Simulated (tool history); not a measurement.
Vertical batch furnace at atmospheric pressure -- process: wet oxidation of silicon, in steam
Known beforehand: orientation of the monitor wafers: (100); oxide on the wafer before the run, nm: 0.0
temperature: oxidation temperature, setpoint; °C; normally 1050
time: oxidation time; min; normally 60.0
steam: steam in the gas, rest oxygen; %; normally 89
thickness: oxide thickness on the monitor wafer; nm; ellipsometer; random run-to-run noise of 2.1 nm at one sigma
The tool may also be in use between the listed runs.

| run | day | temperature | time | steam | wafers since the last listed run | hours since the last temperature calibration | hours since the steam generator was serviced | hours since the gauge calibration | read-back reference wafer on the same gauge, thickness | thickness |
|---|---|---|---|---|---|---|---|---|---|---|
| 1 | 0.000 | 1050 | 60.0 | 89 | 0 | 1383.0 | 2001.5 | 302.7 | 464.00 | 530.96 |
| 2 | 11.667 | 1050 | 40.5 | 97 | 2480 | 1663.0 | 2281.5 | 582.7 | 464.84 | 438.50 |
| 3 | 14.821 | 1050 | 40.5 | 97 | 670 | 1738.7 | 2357.2 | 658.4 | 463.83 | 438.04 |
| 4 | 17.100 | 1050 | 60.0 | 81 | 484 | 1793.4 | 2411.9 | 713.1 | 464.00 | 496.66 |
| 5 | 20.317 | 1050 | 60.0 | 92 | 683 | 1870.6 | 2489.1 | 790.3 | 463.74 | 541.00 |
| 6 | 23.446 | 1050 | 60.0 | 92 | 665 | 1945.7 | 2564.2 | 865.4 | 463.51 | 542.74 |
| 7 | 27.288 | 1050 | 60.0 | 89 | 816 | 2037.9 | 2656.4 | 957.6 | 464.34 | 531.13 |
| 8 | 31.321 | 1050 | 60.0 | 89 | 857 | 2134.7 | 2753.2 | 1054.4 | 464.14 | 525.80 |
| 9 | 34.392 | 1050 | 60.0 | 89 | 652 | 2208.4 | 2826.9 | 1128.1 | 464.12 | 525.89 |
| 10 | 35.988 | 1050 | 60.0 | 89 | 339 | 2246.7 | 2865.2 | 1166.4 | 463.91 | 525.60 |
| 11 | 45.838 | 1050 | 60.0 | 89 | 2094 | 2483.1 | 3101.6 | 1402.8 | 463.47 | 526.12 |
|  | 47.808 | gauge calibrated |
|  | 48.758 | steam generator serviced |
| 12 | 50.004 | 1050 | 60.0 | 89 | 673 | 2583.1 | 29.9 | 52.7 | 464.13 | 528.81 |
| 13 | 53.046 | 1050 | 68.5 | 97 | 646 | 2656.1 | 102.9 | 125.7 | 464.40 | 599.08 |
| 14 | 57.150 | 1050 | 60.0 | 89 | 872 | 2754.6 | 201.4 | 224.2 | 464.08 | 529.38 |
| 15 | 61.588 | 1050 | 60.0 | 89 | 943 | 2861.1 | 307.9 | 330.7 | 463.64 | 528.88 |
| 16 | 64.100 | 1030 | 60.0 | 89 | 534 | 2921.4 | 368.2 | 391.0 | 464.06 | 475.05 |

Estimate the outcome of run 17 from the log above:
| 17 | 66.071 | 1068 | 41.0 | 97 | 418 | 2968.7 | 415.5 | 438.3 | ? | ? |

Run 17 gave read-back reference wafer on the same gauge, thickness 463.97, thickness 489.86 nm.
The same run, on a tool lacking any hidden state, would have yielded thickness 489.86 nm.
